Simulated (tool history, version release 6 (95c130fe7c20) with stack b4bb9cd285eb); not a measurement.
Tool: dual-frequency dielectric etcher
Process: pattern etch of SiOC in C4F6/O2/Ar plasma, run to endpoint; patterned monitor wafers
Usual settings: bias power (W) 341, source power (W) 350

run   hour  bias power (W)  source power (W)  wafers since the last listed run  hours since the last wet clean  hours since the last bias power generator calibration  hours since the last source power generator calibration  hours since the last upper electrode change  incoming incoming film thickness, nm  endpoint time (s)
  1    0.0             341               300                                 0                           141.6                                                 2447.9                                                   3504.7                                       4040.3                                 35.26               15.5
  2   47.7             341               300                               866                           189.3                                                 2495.6                                                   3552.4                                       4088.0                                 35.18               15.6
  3  138.1             393               420                              1642                           279.7                                                 2586.0                                                   3642.8                                       4178.4                                 35.53               13.2
  4  177.8             341               350                               721                           319.4                                                 2625.7                                                   3682.5                                       4218.1                                 35.22               15.1
  5  204.4             341               350                               483                           346.0                                                 2652.3                                                   3709.1                                       4244.7                                 35.66               15.3
     234.0  -- bias power generator calibrated
     250.2  -- upper electrode replaced
     252.2  -- wet clean of the chamber
  6  252.7             341               350                               473                             0.5                                                   18.7                                                   3757.4                                          2.5                                 35.47               14.8
  7  261.5             408               350                               159                             9.3                                                   27.5                                                   3766.2                                         11.3                                 35.57               13.4
  8  303.8             310               260                               768                            51.6                                                   69.8                                                   3808.5                                         53.6                                 35.48               17.2
     363.5  -- source power generator calibrated
  9  453.9             392               400                              2653                           201.7                                                  219.9                                                     90.4                                        203.7                                 35.27               13.3
 10  498.5             377               440                               810                           246.3                                                  264.5                                                    135.0                                        248.3                                 35.29               13.2
 11  532.3             341               300                               613                           280.1                                                  298.3                                                    168.8                                        282.1                                 34.86               15.5

The next listed run, before its measurement:
 12  584.6             377               440                               949                           332.4                                                  350.6                                                    221.1                                        334.4                                 35.14                  ?

{"run 12": {"endpoint time (s)": 13.1}}
Without the tool's hidden state the same run would have given endpoint time (s) 12.8.
